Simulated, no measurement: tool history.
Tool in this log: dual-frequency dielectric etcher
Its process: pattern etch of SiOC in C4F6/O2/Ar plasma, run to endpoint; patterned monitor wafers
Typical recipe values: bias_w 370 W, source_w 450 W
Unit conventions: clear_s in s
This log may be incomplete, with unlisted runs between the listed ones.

run    hour  bias_w  source_w  incoming incoming film thickness, nm  clear_s
  1     0.0     370       480                                 35.58     12.7
  2   127.8     370       450                                 35.59     13.0
  3   164.9     370       450                                 35.72     13.1
  4   214.9     370       450                                 35.84     13.2
  5   253.3     370       450                                 35.62     13.2
  6   307.5     442       450                                 35.48     12.3
  7   343.5     442       450                                 35.66     12.4
  8   368.5     442       450                                 35.49     12.4
      402.3  -- wet clean of the chamber
  9   404.6     310       450                                 35.58     13.7
 10   472.1     310       450                                 35.78     13.8
 11   518.7     370       450                                 35.76     13.0
      576.0  -- bias power generator calibrated
 12   576.5     370       450                                 35.79     13.1
 13   619.6     350       450                                 35.57     13.2
 14   645.9     388       480                                 35.67     12.6
 15   678.5     388       480                                 35.60     12.7
 16   713.4     388       480                                 35.70     12.7
      768.1  -- upper electrode replaced
 17   768.6     388       480                                 35.23     12.6
 18   819.6     370       450                                 35.58     13.2
 19   843.6     370       450                                 35.32     13.1
      903.2  -- source power generator calibrated
 20   904.5     370       500                                 35.72     12.9
      952.7  -- wet clean of the chamber
 21   972.0     313       410                                 35.51     13.9
 22  1013.6     370       360                                 35.45     13.6
 23  1040.4     319       350                                 35.46     14.6
 24  1094.7     331       360                                 35.38     14.3
 25  1134.8     302       550                                 35.64     13.2
 26  1205.1     370       450                                 35.42     13.0
 27  1248.2     439       340                                 35.59     13.4
 28  1293.9     325       550                                 35.43     13.0
 29  1345.2     407       540                                 35.60     12.2
 30  1373.8     370       490                                 35.66     13.0
 31  1412.7     399       340                                 35.87     14.0
     1451.1  -- wet clean of the chamber
 32  1465.0     322       420                                 35.33     13.6

Predict each of these 5 candidate next runs independently; none follows another, all start after run 32:
  A  1465.4     451       450                                 35.91        ?
  B  1465.4     304       530                                 35.91        ?
  C  1465.4     319       410                                 35.91        ?
  D  1465.4     300       400                                 35.91        ?
  E  1465.4     343       500                                 35.91        ?

run  clear_s
  A     12.0
  B     13.1
  C     13.9
  D     14.3
  E     12.8
What these runs would have given with no unlogged condition in the tool:
run  clear_s
  A     12.0
  B     13.2
  C     13.9
  D     14.3
  E     12.9

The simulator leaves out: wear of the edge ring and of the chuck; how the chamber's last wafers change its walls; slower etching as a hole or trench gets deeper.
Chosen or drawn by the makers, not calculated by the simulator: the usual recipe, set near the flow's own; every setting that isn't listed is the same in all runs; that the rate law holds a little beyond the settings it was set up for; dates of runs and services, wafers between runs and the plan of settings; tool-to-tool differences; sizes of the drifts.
